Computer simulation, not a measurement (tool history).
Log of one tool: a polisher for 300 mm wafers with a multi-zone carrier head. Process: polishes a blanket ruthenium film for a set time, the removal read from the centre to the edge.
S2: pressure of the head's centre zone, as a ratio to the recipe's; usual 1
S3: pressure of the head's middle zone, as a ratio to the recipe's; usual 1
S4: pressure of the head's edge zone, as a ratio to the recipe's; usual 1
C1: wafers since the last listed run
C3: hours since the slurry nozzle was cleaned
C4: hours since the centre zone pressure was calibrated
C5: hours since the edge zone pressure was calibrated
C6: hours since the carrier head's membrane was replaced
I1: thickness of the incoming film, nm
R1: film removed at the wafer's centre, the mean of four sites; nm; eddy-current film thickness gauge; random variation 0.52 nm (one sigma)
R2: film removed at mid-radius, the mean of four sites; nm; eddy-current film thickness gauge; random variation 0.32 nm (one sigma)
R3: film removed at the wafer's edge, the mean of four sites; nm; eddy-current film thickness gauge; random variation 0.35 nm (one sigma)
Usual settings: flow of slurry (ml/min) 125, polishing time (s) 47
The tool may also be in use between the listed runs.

run 1 hour=0 | flow_of_slurry_(ml/min)=125 S2=1 S3=1 S4=1 polishing_time_(s)=47 | C1=0 wafers_polished_on_this_pad=2727 C3=109.2 C4=144.8 C5=289.6 C6=1447.3 | I1=477.1 | R1=38 R2=38.5 R3=39.3
run 2 hour=34.2 | flow_of_slurry_(ml/min)=125 S2=1 S3=1 S4=1 polishing_time_(s)=42 | C1=526 wafers_polished_on_this_pad=3253 C3=143.4 C4=179 C5=323.8 C6=1481.5 | I1=476.4 | R1=33.2 R2=35.3 R3=35.7
run 3 hour=73 | flow_of_slurry_(ml/min)=125 S2=1 S3=1 S4=1 polishing_time_(s)=42 | C1=597 wafers_polished_on_this_pad=3851 C3=182.2 C4=217.8 C5=362.6 C6=1520.3 | I1=479 | R1=32.4 R2=34.9 R3=35.4
run 4 hour=134.2 | flow_of_slurry_(ml/min)=125 S2=1 S3=1 S4=1 polishing_time_(s)=47 | C1=942 wafers_polished_on_this_pad=4793 C3=243.4 C4=279 C5=423.8 C6=1581.5 | I1=478 | R1=36.3 R2=39.8 R3=39.4
run 5 hour=181.7 | flow_of_slurry_(ml/min)=125 S2=1 S3=1 S4=1 polishing_time_(s)=47 | C1=731 wafers_polished_on_this_pad=5525 C3=290.9 C4=326.5 C5=471.3 C6=1629 | I1=479.3 | R1=34.3 R2=38.5 R3=40.1
-- hour=196 worn pad replaced by a new one
-- hour=203.6 edge zone pressure recalibrated
run 6 hour=225.4 | flow_of_slurry_(ml/min)=125 S2=1 S3=0.94 S4=1 polishing_time_(s)=35 | C1=580 wafers_polished_on_this_pad=421 C3=334.6 C4=370.2 C5=21.8 C6=1672.7 | I1=480.6 | R1=25.5 R2=28.1 R3=29.7
-- hour=229.9 centre zone pressure recalibrated
run 7 hour=262.1 | flow_of_slurry_(ml/min)=125 S2=1 S3=1 S4=1 polishing_time_(s)=57 | C1=534 wafers_polished_on_this_pad=956 C3=371.3 C4=32.2 C5=58.5 C6=1709.4 | I1=484.7 | R1=46.7 R2=46.7 R3=48.2
-- hour=321.1 carrier head's membrane replaced by a new one
run 8 hour=331.4 | flow_of_slurry_(ml/min)=105 S2=0.92 S3=1 S4=1 polishing_time_(s)=47 | C1=990 wafers_polished_on_this_pad=1946 C3=440.6 C4=101.5 C5=127.8 C6=10.3 | I1=475.6 | R1=33.8 R2=38.6 R3=38.4
run 9 hour=369.6 | flow_of_slurry_(ml/min)=165 S2=1 S3=1 S4=1.05 polishing_time_(s)=47 | C1=588 wafers_polished_on_this_pad=2534 C3=478.8 C4=139.7 C5=166 C6=48.5 | I1=482.5 | R1=39.1 R2=40.8 R3=42.4
run 10 hour=440.6 | flow_of_slurry_(ml/min)=125 S2=1 S3=1.11 S4=1 polishing_time_(s)=42 | C1=1093 wafers_polished_on_this_pad=3627 C3=549.8 C4=210.7 C5=237 C6=119.5 | I1=478.3 | R1=32.9 R2=38.4 R3=35.7
run 11 hour=472.5 | flow_of_slurry_(ml/min)=100 S2=1 S3=1 S4=0.95 polishing_time_(s)=40 | C1=491 wafers_polished_on_this_pad=4119 C3=581.7 C4=242.6 C5=268.9 C6=151.4 | I1=477.9 | R1=29.8 R2=32.3 R3=32.4
-- hour=479.4 slurry nozzle cleaned
run 12 hour=507.7 | flow_of_slurry_(ml/min)=95 S2=1 S3=1 S4=1 polishing_time_(s)=47 | C1=526 wafers_polished_on_this_pad=4645 C3=28.3 C4=277.8 C5=304.1 C6=186.6 | I1=485.8 | R1=34 R2=38 R3=38.1
-- hour=539.2 worn pad replaced by a new one
run 13 hour=559.2 | flow_of_slurry_(ml/min)=125 S2=0.9 S3=1 S4=1 polishing_time_(s)=51 | C1=731 wafers_polished_on_this_pad=307 C3=79.8 C4=329.3 C5=355.6 C6=238.1 | I1=471.7 | R1=34.3 R2=42 R3=43.8
-- hour=564.7 centre zone pressure recalibrated
-- hour=585.4 edge zone pressure recalibrated
run 14 hour=630.5 | flow_of_slurry_(ml/min)=165 S2=1 S3=1 S4=1.05 polishing_time_(s)=47 | C1=1036 wafers_polished_on_this_pad=1344 C3=151.1 C4=65.8 C5=45.1 C6=309.4 | I1=475.4 | R1=39.7 R2=40.5 R3=42.1
run 15 hour=662 | flow_of_slurry_(ml/min)=125 S2=1 S3=1 S4=1 polishing_time_(s)=47 | C1=485 wafers_polished_on_this_pad=1829 C3=182.6 C4=97.3 C5=76.6 C6=340.9 | I1=489.2 | R1=38.2 R2=39.2 R3=39.5
run 16 hour=731.5 | flow_of_slurry_(ml/min)=125 S2=1 S3=1 S4=1 polishing_time_(s)=47 | C1=1070 wafers_polished_on_this_pad=2899 C3=252.1 C4=166.8 C5=146.1 C6=410.4 | I1=476.4 | R1=38 R2=39.1 R3=40.2
run 17 hour=785.8 | flow_of_slurry_(ml/min)=125 S2=1 S3=1 S4=1 polishing_time_(s)=47 | C1=836 wafers_polished_on_this_pad=3735 C3=306.4 C4=221.1 C5=200.4 C6=464.7 | I1=486.5 | R1=38.2 R2=39.9 R3=39.9
run 18 hour=844.6 | flow_of_slurry_(ml/min)=160 S2=1.04 S3=1 S4=1 polishing_time_(s)=47 | C1=905 wafers_polished_on_this_pad=4641 C3=365.2 C4=279.9 C5=259.2 C6=523.5 | I1=478.9 | R1=39.2 R2=40.3 R3=39.7
-- hour=896.4 worn pad replaced by a new one
run 19 hour=900.2 | flow_of_slurry_(ml/min)=100 S2=1 S3=1.06 S4=1 polishing_time_(s)=47 | C1=794 wafers_polished_on_this_pad=59 C3=420.8 C4=335.5 C5=314.8 C6=579.1 | I1=485.8 | R1=33.8 R2=39.8 R3=39.2
run 20 hour=924.5 | flow_of_slurry_(ml/min)=125 S2=1.05 S3=1.11 S4=1.08 polishing_time_(s)=52 | C1=374 wafers_polished_on_this_pad=433 C3=445.1 C4=359.8 C5=339.1 C6=603.4 | I1=484.8 | R1=40.3 R2=47 R3=46
-- hour=933.2 centre zone pressure recalibrated
run 21 hour=952.3 | flow_of_slurry_(ml/min)=125 S2=1 S3=0.9 S4=1.08 polishing_time_(s)=47 | C1=397 wafers_polished_on_this_pad=830 C3=472.9 C4=19.1 C5=366.9 C6=631.2 | I1=487.2 | R1=40.5 R2=35.7 R3=41.5
run 22 hour=982.6 | flow_of_slurry_(ml/min)=125 S2=1.06 S3=0.89 S4=1 polishing_time_(s)=47 | C1=466 wafers_polished_on_this_pad=1297 C3=503.2 C4=49.4 C5=397.2 C6=661.5 | I1=476.5 | R1=41.5 R2=35.6 R3=40.3
-- hour=985 edge zone pressure recalibrated
run 23 hour=1018.4 | flow_of_slurry_(ml/min)=125 S2=1 S3=1 S4=1.1 polishing_time_(s)=56 | C1=520 wafers_polished_on_this_pad=1817 C3=539 C4=85.2 C5=33.4 C6=697.3 | I1=475.8 | R1=46.7 R2=46.2 R3=50.1

Forecast each of these 3 alternatives for the next run:
run A hour=1018.8 | flow_of_slurry_(ml/min)=125 S2=1 S3=1 S4=1.04 polishing_time_(s)=47 | C1=6 wafers_polished_on_this_pad=1823 C3=539.4 C4=85.6 C5=33.8 C6=697.7 | I1=478.7 | R1=? R2=? R3=?
run B hour=1018.8 | flow_of_slurry_(ml/min)=125 S2=0.92 S3=1 S4=1 polishing_time_(s)=37 | C1=6 wafers_polished_on_this_pad=1823 C3=539.4 C4=85.6 C5=33.8 C6=697.7 | I1=478.7 | R1=? R2=? R3=?
run C hour=1018.8 | flow_of_slurry_(ml/min)=125 S2=1 S3=1 S4=0.91 polishing_time_(s)=63 | C1=6 wafers_polished_on_this_pad=1823 C3=539.4 C4=85.6 C5=33.8 C6=697.7 | I1=478.7 | R1=? R2=? R3=?

run=A R1=39.6 R2=39.2 R3=40.4
run=B R1=28.7 R2=30.9 R3=31.2
run=C R1=53.1 R2=52.6 R3=50.8
Without the tool's hidden state the same runs would have given:
run=A R1=39.3 R2=39.2 R3=40.4
run=B R1=28.4 R2=30.9 R3=31.2
run=C R1=52.7 R2=52.6 R3=50.8

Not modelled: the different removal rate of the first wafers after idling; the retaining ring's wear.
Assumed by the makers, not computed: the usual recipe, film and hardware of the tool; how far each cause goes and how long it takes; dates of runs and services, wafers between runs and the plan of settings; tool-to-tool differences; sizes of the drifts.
